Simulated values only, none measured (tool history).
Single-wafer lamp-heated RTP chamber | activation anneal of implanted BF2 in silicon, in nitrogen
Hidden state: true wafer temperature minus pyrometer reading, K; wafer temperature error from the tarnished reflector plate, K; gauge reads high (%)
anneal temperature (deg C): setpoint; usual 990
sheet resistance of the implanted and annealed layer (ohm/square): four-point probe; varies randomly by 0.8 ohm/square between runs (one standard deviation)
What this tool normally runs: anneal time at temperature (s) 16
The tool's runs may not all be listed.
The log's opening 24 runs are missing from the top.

run   hour  anneal temperature (deg C)  anneal time at temperature (s)  wafers since the last listed run  wafers since the last pyrometer calibration  wafers since the reflector plate was cleaned  hours since the gauge calibration  read-back reference wafer on the same gauge, sheet resistance  sheet resistance of the implanted and annealed layer (ohm/square)
     276.1  -- reflector plate cleaned
 25  276.6                         964                              24                               104                                         2381                                             5                               76.8                                                         483.02                                                             544.23
 26  291.1                        1017                               8                               156                                         2538                                           162                               91.3                                                         483.06                                                             535.42
       302  -- pyrometer window cleaned and pyrometer calibrated
 27  302.5                        1015                              11                                36                                            5                                           199                              102.7                                                         483.06                                                             533.63
 28  349.3                        1017                              18                               505                                          511                                           704                              149.5                                                         482.94                                                             529.35
 29  364.5                         999                              16                               164                                          675                                           869                              164.7                                                         482.87                                                             532.44
 30  394.4                        1018                              24                               323                                          998                                          1192                              194.6                                                         483.08                                                             525.75
 31  404.5                         990                              16                               109                                         1107                                          1301                              204.7                                                         483.17                                                             534.69
 32  413.8                         973                              16                               100                                         1208                                          1401                                214                                                         483.14                                                             540.26

Branching from run 32: 3 alternative next runs. What would each branch give?
  A  414.2                        1001                              16                                 4                                         1212                                          1406                              214.4                                                              ?                                                                  ?
  B  414.2                         981                              24                                 4                                         1212                                          1406                              214.4                                                              ?                                                                  ?
  C  414.2                        1005                               8                                 4                                         1212                                          1406                              214.4                                                              ?                                                                  ?

run  read-back reference wafer on the same gauge, sheet resistance  sheet resistance of the implanted and annealed layer (ohm/square)
  A                                                            483                                                             532.85
  B                                                            483                                                             534.67
  C                                                            483                                                             535.43
The same runs, with their run-to-run variation unchanged, on a tool lacking any hidden condition would have given:
run  sheet resistance of the implanted and annealed layer (ohm/square)
  A                                                             532.85
  B                                                             534.67
  C                                                             535.43
